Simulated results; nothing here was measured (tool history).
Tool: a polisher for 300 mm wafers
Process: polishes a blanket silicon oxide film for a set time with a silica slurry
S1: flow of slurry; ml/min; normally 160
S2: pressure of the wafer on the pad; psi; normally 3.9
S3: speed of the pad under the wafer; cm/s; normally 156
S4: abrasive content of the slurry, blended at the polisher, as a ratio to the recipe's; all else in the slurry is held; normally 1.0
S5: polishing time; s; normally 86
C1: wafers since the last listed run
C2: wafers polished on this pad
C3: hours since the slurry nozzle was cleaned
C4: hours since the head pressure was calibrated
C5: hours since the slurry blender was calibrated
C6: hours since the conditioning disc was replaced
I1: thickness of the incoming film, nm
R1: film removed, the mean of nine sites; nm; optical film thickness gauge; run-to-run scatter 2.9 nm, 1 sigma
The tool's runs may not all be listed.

run	hour	S1	S2	S3	S4	S5	C1	C2	C3	C4	C5	C6	I1	R1
1	0.0	160	3.9	156	1.0	86	0	620	532.1	1206.2	411.5	399.2	1185.4	271.6
2	14.1	160	3.9	156	1.0	86	71	692	546.2	1220.3	425.6	413.3	1191.1	267.8
3	31.9	160	3.9	156	1.0	86	90	782	564.0	1238.1	443.4	431.1	1191.4	264.9
4	42.8	160	3.9	156	1.0	86	55	838	574.9	1249.0	454.3	442.0	1200.1	261.7
# hour 47.8: slurry blender recalibrated
5	60.0	160	3.9	156	1.0	86	77	915	592.1	1266.2	12.2	459.2	1180.9	264.7
6	71.0	160	3.9	156	1.0	86	55	971	603.1	1277.2	23.2	470.2	1195.6	266.9
7	80.6	160	3.9	156	1.0	86	48	1020	612.7	1286.8	32.8	479.8	1186.2	258.3
# hour 88.8: head pressure recalibrated
8	91.2	160	3.9	156	1.0	86	43	1064	623.3	2.4	43.4	490.4	1195.6	268.1
9	99.9	160	3.9	156	1.0	86	44	1108	632.0	11.1	52.1	499.1	1182.2	262.8
10	112.3	140	2.6	202	1.0	86	63	1171	644.4	23.5	64.5	511.5	1204.4	193.9
11	119.1	160	3.9	156	1.0	86	34	1206	651.2	30.3	71.3	518.3	1185.8	259.1
12	133.1	160	3.9	210	1.0	86	71	1277	665.2	44.3	85.3	532.3	1177.6	301.9
# hour 141.7: worn pad replaced by a new one
13	142.2	160	3.9	156	1.0	86	25	2	674.3	53.4	94.4	541.4	1163.8	272.3
14	156.8	110	3.9	156	1.0	72	74	76	688.9	68.0	109.0	556.0	1213.1	211.8
15	181.4	195	3.4	178	0.9	86	125	202	713.5	92.6	133.6	580.6	1190.6	255.5
# hour 190.4: conditioning disc replaced and pad reconditioned
16	223.9	160	3.1	136	1.3	110	206	408	756.0	135.1	176.1	33.5	1194.4	283.3

Run 17 comes next. What will it give?
17	231.0	110	3.9	156	1.0	72	36	444	763.1	142.2	183.2	40.6	1199.2	?

Run 17 yielded R1 206.7 nm.
The same run, on a tool lacking any hidden state, would have yielded R1 210.9 nm.
